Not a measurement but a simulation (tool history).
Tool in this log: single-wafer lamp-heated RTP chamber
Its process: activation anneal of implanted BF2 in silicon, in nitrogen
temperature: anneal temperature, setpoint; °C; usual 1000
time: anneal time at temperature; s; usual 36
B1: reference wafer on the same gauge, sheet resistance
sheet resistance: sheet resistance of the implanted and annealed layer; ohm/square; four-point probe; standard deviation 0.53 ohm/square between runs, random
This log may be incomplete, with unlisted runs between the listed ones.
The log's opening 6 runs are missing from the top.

Run 7, hour 133.4: usual settings; B1 387.37. Result: sheet resistance 353.54 ohm/square.
Run 8, hour 161.1: usual settings; B1 387.60. Result: sheet resistance 353.50 ohm/square.
Run 9, hour 188.6: usual settings; B1 387.71. Result: sheet resistance 353.43 ohm/square.
Run 10, hour 218.5: usual settings; B1 387.94. Result: sheet resistance 353.66 ohm/square.
Run 11, hour 235.5: usual settings; B1 387.93. Result: sheet resistance 352.72 ohm/square.
Run 12, hour 255.2: usual settings; B1 388.22. Result: sheet resistance 354.26 ohm/square.
Run 13, hour 274.7: usual settings but temperature 1014 °C; B1 388.27. Result: sheet resistance 351.40 ohm/square.
Run 14, hour 302.1: usual settings; B1 388.46. Result: sheet resistance 353.86 ohm/square.
Run 15, hour 324.7: usual settings; B1 388.64. Result: sheet resistance 354.84 ohm/square.
At hour 342.2: pyrometer window cleaned and pyrometer calibrated.
Run 16, hour 342.7: usual settings; B1 388.70. Result: sheet resistance 353.95 ohm/square.
Run 17, hour 356.1: usual settings but temperature 1008 °C, time 15 s; B1 388.77. Result: sheet resistance 356.76 ohm/square.
Run 18, hour 377.5: usual settings but temperature 1020 °C, time 20 s; B1 388.94. Result: sheet resistance 355.12 ohm/square.

Expected results for the next run?
Run 19, hour 401.4: usual settings but temperature 1023 °C; B1 ?. Result: sheet resistance ?.

Run 19 came out at B1 389.07, sheet resistance 350.77 ohm/square.
Minus the tool's unlogged condition, the same run would have read sheet resistance 348.00 ohm/square.
